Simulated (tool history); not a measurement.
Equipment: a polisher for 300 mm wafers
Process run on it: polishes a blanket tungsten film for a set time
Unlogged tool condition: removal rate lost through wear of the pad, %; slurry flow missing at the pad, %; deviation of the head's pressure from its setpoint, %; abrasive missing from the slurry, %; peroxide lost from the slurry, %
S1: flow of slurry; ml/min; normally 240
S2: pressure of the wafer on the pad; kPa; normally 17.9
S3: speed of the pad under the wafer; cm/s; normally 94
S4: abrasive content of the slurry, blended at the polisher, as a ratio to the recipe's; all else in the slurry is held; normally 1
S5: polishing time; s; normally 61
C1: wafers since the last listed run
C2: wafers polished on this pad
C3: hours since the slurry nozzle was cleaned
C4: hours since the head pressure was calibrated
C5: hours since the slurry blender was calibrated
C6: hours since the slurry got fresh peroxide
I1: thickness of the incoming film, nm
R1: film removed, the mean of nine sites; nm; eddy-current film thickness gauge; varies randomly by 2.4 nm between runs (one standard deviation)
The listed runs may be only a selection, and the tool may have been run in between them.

run,day,S1,S2,S3,S4,S5,C1,C2,C3,C4,C5,C6,I1,R1
1,0,240,17.9,94,1,61,0,1281,182.6,531.7,167.3,19.9,851.3,185.4
2,0.825,240,17.9,94,1,61,185,1466,202.4,551.5,187.1,39.7,845.1,180.1
# day 1.246: worn pad replaced by a new one
3,1.558,240,17.9,94,1,61,127,69,220,569.1,204.7,57.3,857.4,188.5
4,2.921,240,17.9,94,1,61,305,375,252.7,601.8,237.4,90,854.6,184.4
5,3.583,240,17.9,94,1.15,61,148,524,268.6,617.7,253.3,105.9,836.1,194.4
6,4.838,240,17.9,108,1,48,281,806,298.7,647.8,283.4,136,850.6,168.1
7,5.762,240,17.9,94,0.85,70,207,1013,320.9,670,305.6,158.2,840.7,200
8,6.483,240,17.9,94,1,61,161,1175,338.2,687.3,322.9,175.5,856,183.9
# day 6.608: slurry tank refilled with fresh slurry and peroxide
# day 7.571: worn pad replaced by a new one
# day 8.517: slurry blender recalibrated
# day 9.146: head pressure recalibrated
# day 9.596: slurry nozzle cleaned
9,10.892,240,17.9,94,1,61,896,698,31.1,41.9,57,102.8,850,185.8
10,11.467,240,17.9,94,1,61,129,827,44.9,55.7,70.8,116.6,855.7,184
11,12.483,180,22.1,62,0.9,61,228,1055,69.3,80.1,95.2,141,840.6,138
12,13.217,240,17.9,94,0.85,41,164,1220,86.9,97.7,112.8,158.6,861.2,117.9
# day 13.908: slurry tank refilled with fresh slurry and peroxide
# day 14.288: worn pad replaced by a new one
13,14.621,240,17.9,94,1,61,268,74,120.6,131.4,146.5,17.1,851.5,188.3
14,15.208,240,17.9,94,1,61,131,206,134.7,145.5,160.6,31.2,856.7,189.1
15,16.683,170,17.9,94,1,46,331,538,170.1,180.9,196,66.6,858.9,136.4
16,17.525,240,15.9,108,1.1,61,188,727,190.3,201.1,216.2,86.8,847.6,190.3
17,18.788,240,15.9,94,1,80,283,1010,220.6,231.4,246.5,117.1,846.6,219.2
18,20.071,240,17.9,94,1,61,288,1298,251.4,262.2,277.3,147.9,849,184.7
# day 21.146: worn pad replaced by a new one
19,21.442,160,17.9,84,1,55,270,66,284.3,295.1,310.2,180.8,850.1,148.9
# day 21.725: slurry tank refilled with fresh slurry and peroxide
20,22.546,240,17.9,94,1,61,238,304,310.8,321.6,336.7,19.7,846.3,186.5
# day 23.112: slurry blender recalibrated
21,23.125,240,16.5,94,1,61,111,415,324.7,335.5,0.3,33.6,844.4,175
22,24.408,220,12.4,118,1,76,288,704,355.5,366.3,31.1,64.4,866.9,201.2
23,25.267,240,17.9,112,1,61,192,896,376.1,386.9,51.7,85,853.2,215.7
24,25.929,240,17.9,94,1,61,148,1045,392,402.8,67.6,100.9,840.4,183.2
# day 26.538: slurry nozzle cleaned
25,26.621,280,17.9,112,1,52,145,1191,2,419.4,84.2,117.5,854.8,188

Entry by entry between the runs, the difference in hidden state between the last listed run before and the first listed run after:
From run 2 to run 3: worn pad replaced by a new one (day 1.246)
  removal rate lost through wear of the pad, %: 5.15 -> 0.3
  measured value less the no-hidden-state value, R1: -9.8 -> -0.5 nm
From run 8 to run 9: slurry tank refilled with fresh slurry and peroxide (day 6.608); worn pad replaced by a new one (day 7.571); slurry blender recalibrated (day 8.517); head pressure recalibrated (day 9.146); slurry nozzle cleaned (day 9.596)
  removal rate lost through wear of the pad, %: 3.3 -> 1.96
  measured value less the no-hidden-state value, R1: -6.3 -> -3.7 nm
From run 12 to run 13: slurry tank refilled with fresh slurry and peroxide (day 13.908); worn pad replaced by a new one (day 14.288)
  removal rate lost through wear of the pad, %: 4.25 -> 0.396
  measured value less the no-hidden-state value, R1: -5.2 -> -0.8 nm
From run 18 to run 19: worn pad replaced by a new one (day 21.146)
  removal rate lost through wear of the pad, %: 4.06 -> 0.292
  measured value less the no-hidden-state value, R1: -7.8 -> -0.4 nm
From run 19 to run 20: slurry tank refilled with fresh slurry and peroxide (day 21.725)
  removal rate lost through wear of the pad, %: 0.292 -> 0.497
  measured value less the no-hidden-state value, R1: -0.4 -> -0.9 nm
From run 20 to run 21: slurry blender recalibrated (day 23.112)
  removal rate lost through wear of the pad, %: 0.497 -> 0.712
  measured value less the no-hidden-state value, R1: -0.9 -> -1.2 nm
From run 24 to run 25: slurry nozzle cleaned (day 26.538)
  removal rate lost through wear of the pad, %: 2.8 -> 3.58
  measured value less the no-hidden-state value, R1: -5.2 -> -7 nm
